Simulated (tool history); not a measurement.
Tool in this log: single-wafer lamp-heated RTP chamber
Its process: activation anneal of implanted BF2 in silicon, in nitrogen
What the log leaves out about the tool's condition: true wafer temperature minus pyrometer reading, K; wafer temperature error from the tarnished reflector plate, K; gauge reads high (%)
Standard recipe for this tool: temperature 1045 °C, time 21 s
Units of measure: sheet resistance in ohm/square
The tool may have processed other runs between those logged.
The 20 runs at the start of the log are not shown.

| run | hour | temperature | time | wafers since the last listed run | wafers since the last pyrometer calibration | wafers since the reflector plate was cleaned | hours since the gauge calibration | read-back reference wafer on the same gauge, sheet resistance | sheet resistance |
|---|---|---|---|---|---|---|---|---|---|
| 21 | 1036.4 | 1045 | 21 | 643 | 1153 | 1153 | 396.5 | 166.05 | 153.04 |
| 22 | 1078 | 1074 | 21 | 695 | 1848 | 1848 | 438.1 | 165.93 | 122.2 |
| 23 | 1137.5 | 1037 | 10 | 994 | 2843 | 2843 | 497.6 | 165.97 | 205.26 |
| 24 | 1194.8 | 1017 | 29 | 957 | 3800 | 3800 | 554.9 | 166.04 | 177.84 |
| 25 | 1246.4 | 1068 | 12 | 862 | 4663 | 4663 | 606.5 | 165.84 | 147.09 |
| 26 | 1299.3 | 1045 | 21 | 884 | 5547 | 5547 | 659.4 | 166.05 | 152.48 |
| 27 | 1333.7 | 1045 | 13 | 574 | 6121 | 6121 | 693.8 | 165.99 | 172.34 |
| 28 | 1397 | 1074 | 11 | 1057 | 7179 | 7179 | 757.1 | 165.89 | 143.67 |
|  | 1440.4 | reflector plate cleaned |
| 29 | 1440.9 | 1058 | 21 | 599 | 7779 | 7 | 801 | 166.05 | 137.89 |
| 30 | 1474.5 | 1027 | 29 | 561 | 8341 | 569 | 834.6 | 166.11 | 160.6 |
| 31 | 1513.6 | 1045 | 21 | 653 | 8994 | 1222 | 873.7 | 166.08 | 152.23 |
|  | 1570.7 | pyrometer window cleaned and pyrometer calibrated |
| 32 | 1675.2 | 1053 | 30 | 2566 | 1745 | 3789 | 1035.3 | 166.09 | 133.08 |
| 33 | 1730.1 | 1045 | 21 | 917 | 2663 | 4706 | 1090.2 | 165.97 | 152.22 |
| 34 | 1770.8 | 1045 | 31 | 680 | 3343 | 5387 | 1130.9 | 166 | 139.12 |
| 35 | 1833.5 | 1074 | 14 | 1047 | 4391 | 6434 | 1193.6 | 165.98 | 135.54 |
| 36 | 1902.5 | 1072 | 11 | 1153 | 5544 | 7587 | 1262.6 | 166.06 | 145.67 |

Predict each of these 5 candidate next runs independently; none follows another, all start after run 36:
| A | 1902.9 | 1045 | 21 | 6 | 5550 | 7594 | 1263 | ? | ? |
| B | 1902.9 | 1071 | 21 | 6 | 5550 | 7594 | 1263 | ? | ? |
| C | 1902.9 | 1036 | 11 | 6 | 5550 | 7594 | 1263 | ? | ? |
| D | 1902.9 | 1029 | 14 | 6 | 5550 | 7594 | 1263 | ? | ? |
| E | 1902.9 | 1072 | 28 | 6 | 5550 | 7594 | 1263 | ? | ? |

| run | read-back reference wafer on the same gauge, sheet resistance | sheet resistance |
|---|---|---|
| A | 165.95 | 152.32 |
| B | 165.95 | 124.75 |
| C | 165.95 | 200.39 |
| D | 165.95 | 200.34 |
| E | 165.95 | 115.1 |
Take away the tool's hidden state, keep each run's random variation, and the runs would have read:
| run | sheet resistance |
|---|---|
| A | 152.32 |
| B | 124.75 |
| C | 200.39 |
| D | 200.34 |
| E | 115.1 |
